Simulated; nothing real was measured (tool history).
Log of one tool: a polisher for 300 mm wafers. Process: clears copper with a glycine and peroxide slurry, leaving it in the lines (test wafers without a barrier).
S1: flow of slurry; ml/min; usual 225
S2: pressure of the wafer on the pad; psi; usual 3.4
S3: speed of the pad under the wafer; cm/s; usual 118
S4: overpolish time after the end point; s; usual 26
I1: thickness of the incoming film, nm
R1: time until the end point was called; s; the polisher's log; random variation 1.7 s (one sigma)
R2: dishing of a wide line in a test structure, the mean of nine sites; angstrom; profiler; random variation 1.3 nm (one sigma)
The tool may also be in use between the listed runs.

Run 1, hour 0: usual settings; I1 693. Result: R1 104.5 s, R2 553 angstrom.
Run 2, hour 56.7: usual settings; I1 676.6. Result: R1 104.4 s, R2 561 angstrom.
Run 3, hour 100.5: usual settings; I1 687. Result: R1 106.9 s, R2 546 angstrom.
Run 4, hour 148.1: usual settings; I1 688. Result: R1 105.1 s, R2 546 angstrom.
Run 5, hour 214.9: usual settings; I1 685.8. Result: R1 108.3 s, R2 564 angstrom.
Run 6, hour 327.4: usual settings; I1 679.5. Result: R1 108.8 s, R2 552 angstrom.
At hour 333.2: worn pad replaced by a new one.
At hour 354: slurry nozzle cleaned.
Run 7, hour 368.6: usual settings but S1 175 ml/min, S3 130 cm/s; I1 688.4. Result: R1 113.6 s, R2 533 angstrom.
Run 8, hour 424.8: usual settings but S1 175 ml/min, S3 130 cm/s; I1 689. Result: R1 115.8 s, R2 500 angstrom.
Run 9, hour 468.1: usual settings but S1 175 ml/min, S3 130 cm/s; I1 694.7. Result: R1 116.2 s, R2 530 angstrom.
Run 10, hour 527.6: usual settings but S3 100 cm/s; I1 682.7. Result: R1 135 s, R2 508 angstrom.
Run 11, hour 596.5: usual settings; I1 700.4. Result: R1 124.5 s, R2 533 angstrom.
Run 12, hour 637.4: usual settings; I1 692.4. Result: R1 123 s, R2 525 angstrom.
Run 13, hour 690.4: usual settings; I1 689.2. Result: R1 123.5 s, R2 508 angstrom.
Run 14, hour 751.3: usual settings but S3 138 cm/s; I1 697.8. Result: R1 115.4 s, R2 524 angstrom.
At hour 759.2: slurry nozzle cleaned.
Run 15, hour 794: usual settings but S3 104 cm/s, S4 33 s; I1 693. Result: R1 135.6 s, R2 535 angstrom.
At hour 837.6: worn pad replaced by a new one, repeated, since the last time left the tool worse.
Run 16, hour 865.5: usual settings but S2 2.9 psi; I1 694.1. Result: R1 116.7 s, R2 528 angstrom.
At hour 897.4: head pressure recalibrated.
Run 17, hour 930: usual settings but S1 200 ml/min, S2 4.4 psi; I1 690.6. Result: R1 89.9 s, R2 584 angstrom.
Run 18, hour 954.4: usual settings but S2 3 psi, S3 100 cm/s, S4 42 s; I1 684.1. Result: R1 127.2 s, R2 555 angstrom.
Run 19, hour 1054.3: usual settings but S2 4.2 psi, S3 86 cm/s, S4 34 s; I1 686.6. Result: R1 117.4 s, R2 593 angstrom.
Run 20, hour 1124.8: usual settings but S1 255 ml/min, S3 136 cm/s, S4 17 s; I1 680.4. Result: R1 96.6 s, R2 476 angstrom.
Run 21, hour 1166.6: usual settings but S4 21 s; I1 686.9. Result: R1 109.4 s, R2 495 angstrom.
Run 22, hour 1215.3: usual settings; I1 690.2. Result: R1 107.2 s, R2 559 angstrom.
At hour 1240.8: slurry nozzle cleaned.
Run 23, hour 1241.3: usual settings but S3 80 cm/s, S4 13 s; I1 685.8. Result: R1 141.3 s, R2 338 angstrom.
At hour 1245.5: worn pad replaced by a new one.
Run 24, hour 1307.2: usual settings; I1 693.1. Result: R1 106.6 s, R2 553 angstrom.
Run 25, hour 1347.9: usual settings but S1 260 ml/min, S2 2.9 psi, S4 33 s; I1 690.6. Result: R1 116.4 s, R2 576 angstrom.
Run 26, hour 1523.2: usual settings but S1 295 ml/min, S3 104 cm/s, S4 41 s; I1 689.7. Result: R1 116 s, R2 592 angstrom.
Run 27, hour 1555.2: usual settings but S1 290 ml/min, S3 82 cm/s; I1 694.6. Result: R1 137.5 s, R2 519 angstrom.
Run 28, hour 1624: usual settings but S1 170 ml/min, S4 32 s; I1 685.7. Result: R1 116.2 s, R2 554 angstrom.
At hour 1655.3: worn pad replaced by a new one.
Run 29, hour 1669.9: usual settings but S1 180 ml/min, S2 2.6 psi, S4 40 s; I1 698.2. Result: R1 126.1 s, R2 587 angstrom.
At hour 1716.3: slurry nozzle cleaned.
Run 30, hour 1717.5: usual settings but S1 255 ml/min, S2 4.3 psi, S3 94 cm/s, S4 31 s; I1 687.3. Result: R1 108.8 s, R2 592 angstrom.
Run 31, hour 1754.1: usual settings but S2 3.7 psi; I1 692.1. Result: R1 103.7 s, R2 573 angstrom.
Run 32, hour 1781.3: usual settings; I1 698.3. Result: R1 112.4 s, R2 544 angstrom.
Run 33, hour 1805.9: usual settings; I1 689.2. Result: R1 110.2 s, R2 524 angstrom.
Run 34, hour 1871.1: usual settings but S1 160 ml/min, S2 2.3 psi; I1 682. Result: R1 144.4 s, R2 481 angstrom.

Measured less the same run without the tool's hidden state. The same run-to-run variation is in both; the gauge's scatter may not be:
The hidden state here: removal rate lost through wear of the pad, %; slurry flow missing at the pad, %; deviation of the head's pressure from its setpoint, %.
run     R1   R2
  1   +1.7   -3
  2     +3   -5
  3   +3.9   -6
  4   +4.4   -6
  5   +5.1   -9
  6   +5.7   -9
  7  +13.1  -19
  8    +15  -21
  9  +15.9  -24
 10  +19.5  -30
 11  +18.6  -28
 12  +18.6  -28
 13  +18.9  -28
 14  +17.8  -24
 15  +21.1  -24
 16   +1.6   -3
 17   +2.7   -4
 18   +4.4   -3
 19   +5.5   -6
 20     +5  -11
 21   +5.8  -10
 22   +5.9  -10
 23   +7.8  -13
 24   +2.4   -4
 25   +3.6   -5
 26   +5.8   -4
 27   +7.1  -10
 28   +6.3   -7
 29   +2.3   -2
 30   +3.5   -4
 31   +4.2   -7
 32     +5   -7
 33   +5.3   -7
 34     +8  -11

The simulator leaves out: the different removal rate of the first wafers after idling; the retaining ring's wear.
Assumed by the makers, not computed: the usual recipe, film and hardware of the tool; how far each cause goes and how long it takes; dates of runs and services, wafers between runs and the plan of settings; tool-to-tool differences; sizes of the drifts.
